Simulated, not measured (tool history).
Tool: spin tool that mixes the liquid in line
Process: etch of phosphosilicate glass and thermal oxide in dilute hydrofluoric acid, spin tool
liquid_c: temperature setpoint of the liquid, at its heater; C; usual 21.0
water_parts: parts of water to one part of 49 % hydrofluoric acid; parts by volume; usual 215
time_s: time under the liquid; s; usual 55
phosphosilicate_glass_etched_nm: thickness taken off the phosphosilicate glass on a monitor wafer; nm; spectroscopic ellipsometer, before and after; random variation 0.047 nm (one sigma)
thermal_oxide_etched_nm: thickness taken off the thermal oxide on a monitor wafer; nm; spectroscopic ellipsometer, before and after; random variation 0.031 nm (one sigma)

run,hour,liquid_c,water_parts,time_s,"read-back film thickness of the phosphosilicate glass reference wafer, read on the same gauge (nm)","read-back film thickness of the thermal oxide reference wafer, read on the same gauge (nm)",phosphosilicate_glass_etched_nm,thermal_oxide_etched_nm
1,0.0,21.0,215,55,110.02,139.998,12.57,0.904
2,25.4,21.0,215,55,110.02,139.999,12.58,0.941
# hour 56.9: hydrofluoric acid flow meter replaced
3,60.8,24.0,245,40,110.04,140.017,9.21,0.715
# hour 66.6: thermometer replaced
4,81.6,21.0,215,55,110.01,140.012,13.35,1.013
# hour 82.6: gauge calibrated
5,108.2,21.0,215,55,110.02,139.994,13.34,0.964
6,127.5,21.0,215,35,109.99,139.991,8.48,0.635
7,150.9,17.0,160,25,110.03,140.005,7.28,0.536
8,180.1,22.5,320,45,109.96,139.998,7.08,0.581
9,210.8,23.5,255,35,110.00,139.990,7.57,0.586
10,234.1,21.0,215,55,110.01,139.980,13.42,0.973
# hour 263.3: hydrofluoric acid flow meter replaced, repeated, since the last time left the tool worse
11,267.2,17.0,215,20,110.00,139.978,3.72,0.260
12,288.3,24.0,310,80,109.99,139.997,12.36,0.907
13,316.0,18.0,265,85,110.03,140.003,12.86,0.916
14,341.4,25.5,320,40,109.99,140.017,6.29,0.457
15,361.7,17.0,175,75,109.99,140.001,18.03,1.398

Forecast run 16:
16,391.3,21.0,215,70,?,?,?,?

read-back film thickness of the phosphosilicate glass reference wafer, read on the same gauge (nm): 110.03
read-back film thickness of the thermal oxide reference wafer, read on the same gauge (nm): 139.982
phosphosilicate_glass_etched_nm: 15.43 nm
thermal_oxide_etched_nm: 1.179 nm
Without the tool's hidden state the same run would have given phosphosilicate_glass_etched_nm 15.28 nm, thermal_oxide_etched_nm 1.167 nm.
